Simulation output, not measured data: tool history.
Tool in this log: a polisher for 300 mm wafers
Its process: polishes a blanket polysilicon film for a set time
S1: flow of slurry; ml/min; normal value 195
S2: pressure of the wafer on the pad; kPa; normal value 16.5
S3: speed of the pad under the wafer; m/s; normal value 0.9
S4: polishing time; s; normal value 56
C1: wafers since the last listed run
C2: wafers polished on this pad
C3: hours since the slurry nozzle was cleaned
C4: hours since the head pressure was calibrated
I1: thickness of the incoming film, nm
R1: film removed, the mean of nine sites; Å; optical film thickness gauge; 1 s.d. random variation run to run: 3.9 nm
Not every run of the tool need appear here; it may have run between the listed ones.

{"run": 1, "hour": 0.0, "S1": 195, "S2": 16.5, "S3": 0.9, "S4": 56, "C1": 0, "C2": 109, "C3": 130.5, "C4": 782.3, "I1": 1025.9, "R1": 3762}
{"run": 2, "hour": 30.4, "S1": 195, "S2": 16.5, "S3": 0.9, "S4": 56, "C1": 329, "C2": 439, "C3": 160.9, "C4": 812.7, "I1": 1034.1, "R1": 3810}
{"run": 3, "hour": 53.2, "S1": 195, "S2": 16.5, "S3": 0.9, "S4": 56, "C1": 247, "C2": 686, "C3": 183.7, "C4": 835.5, "I1": 1009.8, "R1": 3750}
{"run": 4, "hour": 71.2, "S1": 195, "S2": 16.5, "S3": 0.9, "S4": 56, "C1": 195, "C2": 881, "C3": 201.7, "C4": 853.5, "I1": 1037.7, "R1": 3712}
{"run": 5, "hour": 90.7, "S1": 195, "S2": 16.5, "S3": 0.9, "S4": 56, "C1": 211, "C2": 1093, "C3": 221.2, "C4": 873, "I1": 1041.9, "R1": 3651}
{"run": 6, "hour": 104.9, "S1": 195, "S2": 16.5, "S3": 0.9, "S4": 56, "C1": 153, "C2": 1247, "C3": 235.4, "C4": 887.2, "I1": 1023.7, "R1": 3662}
{"run": 7, "hour": 121.5, "S1": 195, "S2": 16.5, "S3": 0.9, "S4": 56, "C1": 179, "C2": 1426, "C3": 252, "C4": 903.8, "I1": 1025.1, "R1": 3646}
{"run": 8, "hour": 139.4, "S1": 195, "S2": 16.5, "S3": 0.9, "S4": 56, "C1": 194, "C2": 1621, "C3": 269.9, "C4": 921.7, "I1": 1025.3, "R1": 3614}
{"run": 9, "hour": 151.5, "S1": 160, "S2": 16.5, "S3": 1.12, "S4": 56, "C1": 131, "C2": 1752, "C3": 282, "C4": 933.8, "I1": 1037.4, "R1": 4110}
{"run": 10, "hour": 167.2, "S1": 160, "S2": 16.5, "S3": 1.12, "S4": 56, "C1": 170, "C2": 1922, "C3": 297.7, "C4": 949.5, "I1": 1031.5, "R1": 4102}
{"hour": 174.7, "done": "worn pad replaced by a new one"}
{"run": 11, "hour": 182.9, "S1": 195, "S2": 16.5, "S3": 0.68, "S4": 56, "C1": 126, "C2": 89, "C3": 313.4, "C4": 965.2, "I1": 1022.1, "R1": 2974}
{"run": 12, "hour": 221.0, "S1": 195, "S2": 16.5, "S3": 0.68, "S4": 56, "C1": 413, "C2": 502, "C3": 351.5, "C4": 1003.3, "I1": 1033.8, "R1": 2900}
{"run": 13, "hour": 268.9, "S1": 195, "S2": 16.5, "S3": 0.68, "S4": 56, "C1": 519, "C2": 1021, "C3": 399.4, "C4": 1051.2, "I1": 1043.1, "R1": 2866}
{"run": 14, "hour": 301.9, "S1": 195, "S2": 13.8, "S3": 0.9, "S4": 56, "C1": 357, "C2": 1379, "C3": 432.4, "C4": 1084.2, "I1": 1034.8, "R1": 2842}
{"run": 15, "hour": 319.7, "S1": 195, "S2": 13.8, "S3": 0.9, "S4": 56, "C1": 192, "C2": 1572, "C3": 450.2, "C4": 1102, "I1": 1028.9, "R1": 2793}
{"hour": 330.3, "done": "worn pad replaced by a new one"}
{"run": 16, "hour": 355.0, "S1": 195, "S2": 16.5, "S3": 0.9, "S4": 56, "C1": 339, "C2": 267, "C3": 485.5, "C4": 1137.3, "I1": 1038.3, "R1": 3311}
{"run": 17, "hour": 382.2, "S1": 195, "S2": 16.5, "S3": 0.9, "S4": 56, "C1": 294, "C2": 562, "C3": 512.7, "C4": 1164.5, "I1": 1031.4, "R1": 3256}
{"run": 18, "hour": 397.5, "S1": 215, "S2": 11.7, "S3": 0.68, "S4": 56, "C1": 165, "C2": 728, "C3": 528, "C4": 1179.8, "I1": 1033.8, "R1": 1980}
{"hour": 408.4, "done": "slurry nozzle cleaned"}
{"run": 19, "hour": 427.5, "S1": 225, "S2": 13.1, "S3": 0.78, "S4": 62, "C1": 314, "C2": 1042, "C3": 19.1, "C4": 1209.8, "I1": 1041, "R1": 3007}
{"run": 20, "hour": 440.8, "S1": 195, "S2": 16.5, "S3": 0.9, "S4": 56, "C1": 144, "C2": 1186, "C3": 32.4, "C4": 1223.1, "I1": 1029.2, "R1": 3716}
{"hour": 458.7, "done": "head pressure recalibrated"}
{"run": 21, "hour": 459.2, "S1": 160, "S2": 20, "S3": 0.9, "S4": 56, "C1": 177, "C2": 1364, "C3": 50.8, "C4": 0.5, "I1": 1027.6, "R1": 4762}
{"hour": 501.1, "done": "worn pad replaced by a new one"}
{"run": 22, "hour": 517.2, "S1": 195, "S2": 21.4, "S3": 0.9, "S4": 67, "C1": 585, "C2": 175, "C3": 108.8, "C4": 58.5, "I1": 1035.1, "R1": 6165}
{"run": 23, "hour": 551.7, "S1": 215, "S2": 11.7, "S3": 1.04, "S4": 40, "C1": 374, "C2": 549, "C3": 143.3, "C4": 93, "I1": 1039.5, "R1": 2284}
{"run": 24, "hour": 581.9, "S1": 195, "S2": 16.5, "S3": 0.9, "S4": 41, "C1": 327, "C2": 876, "C3": 173.5, "C4": 123.2, "I1": 1021.7, "R1": 2866}
{"run": 25, "hour": 656.3, "S1": 195, "S2": 12.4, "S3": 1.22, "S4": 56, "C1": 806, "C2": 1683, "C3": 247.9, "C4": 197.6, "I1": 1018.2, "R1": 3635}
{"run": 26, "hour": 679.0, "S1": 175, "S2": 20.7, "S3": 1.04, "S4": 48, "C1": 246, "C2": 1929, "C3": 270.6, "C4": 220.3, "I1": 1047.9, "R1": 4393}
{"hour": 686.4, "done": "worn pad replaced by a new one"}
{"run": 27, "hour": 698.0, "S1": 175, "S2": 14.5, "S3": 0.68, "S4": 56, "C1": 162, "C2": 125, "C3": 289.6, "C4": 239.3, "I1": 1018.4, "R1": 2688}
{"run": 28, "hour": 721.5, "S1": 195, "S2": 16.5, "S3": 1.04, "S4": 56, "C1": 254, "C2": 380, "C3": 313.1, "C4": 262.8, "I1": 1046.6, "R1": 4202}
{"run": 29, "hour": 755.6, "S1": 195, "S2": 14.5, "S3": 0.9, "S4": 56, "C1": 369, "C2": 749, "C3": 347.2, "C4": 296.9, "I1": 1042.2, "R1": 3277}
{"run": 30, "hour": 770.3, "S1": 195, "S2": 16.5, "S3": 0.9, "S4": 56, "C1": 159, "C2": 909, "C3": 361.9, "C4": 311.6, "I1": 1023.9, "R1": 3765}
{"run": 31, "hour": 788.4, "S1": 195, "S2": 16.5, "S3": 0.9, "S4": 49, "C1": 196, "C2": 1105, "C3": 380, "C4": 329.7, "I1": 1023.8, "R1": 3205}
{"run": 32, "hour": 810.0, "S1": 230, "S2": 20, "S3": 0.9, "S4": 56, "C1": 234, "C2": 1339, "C3": 401.6, "C4": 351.3, "I1": 1045.8, "R1": 4556}
{"hour": 824.2, "done": "slurry nozzle cleaned"}
{"run": 33, "hour": 831.8, "S1": 195, "S2": 16.5, "S3": 0.9, "S4": 56, "C1": 225, "C2": 1565, "C3": 7.6, "C4": 373.1, "I1": 1030, "R1": 3987}
{"hour": 853.7, "done": "worn pad replaced by a new one"}
{"run": 34, "hour": 856.0, "S1": 195, "S2": 11.7, "S3": 0.9, "S4": 56, "C1": 218, "C2": 24, "C3": 31.8, "C4": 397.3, "I1": 1036.4, "R1": 2818}

How the hidden state differs across the entries between the runs, from the last listed run before each to the first after it:
From run 10 to run 11: worn pad replaced by a new one (hour 174.7)
  slurry flow missing at the pad, %: 30.7 -> 32; deviation of the head's pressure from its setpoint, %: -4.35 -> -4.49
  measured less the result without the state, R1: -558 -> -374 Å
From run 15 to run 16: worn pad replaced by a new one (hour 330.3)
  slurry flow missing at the pad, %: 43.5 -> 46.4; deviation of the head's pressure from its setpoint, %: -5.83 -> -6.2
  measured less the result without the state, R1: -554 -> -738 Å
From run 18 to run 19: slurry nozzle cleaned (hour 408.4)
  slurry flow missing at the pad, %: 50 -> 4.73; deviation of the head's pressure from its setpoint, %: -6.67 -> -7.01
  measured less the result without the state, R1: -473 -> -247 Å
From run 20 to run 21: head pressure recalibrated (hour 458.7)
  slurry flow missing at the pad, %: 5.85 -> 7.39; deviation of the head's pressure from its setpoint, %: -7.16 -> -0.452
  measured less the result without the state, R1: -324 -> -92 Å
From run 21 to run 22: worn pad replaced by a new one (hour 501.1)
  slurry flow missing at the pad, %: 7.39 -> 12.3; deviation of the head's pressure from its setpoint, %: -0.452 -> -0.468
  measured less the result without the state, R1: -92 -> -161 Å
From run 26 to run 27: worn pad replaced by a new one (hour 686.4)
  slurry flow missing at the pad, %: 25.8 -> 27.4; deviation of the head's pressure from its setpoint, %: -0.682 -> -0.723
  measured less the result without the state, R1: -301 -> -201 Å
From run 32 to run 33: slurry nozzle cleaned (hour 824.2)
  slurry flow missing at the pad, %: 36.8 -> 4.83; deviation of the head's pressure from its setpoint, %: -1.04 -> -1.11
  measured less the result without the state, R1: -415 -> -75 Å
From run 33 to run 34: worn pad replaced by a new one (hour 853.7)
  slurry flow missing at the pad, %: 4.83 -> 6.86; deviation of the head's pressure from its setpoint, %: -1.11 -> -1.2
  measured less the result without the state, R1: -75 -> -66 Å
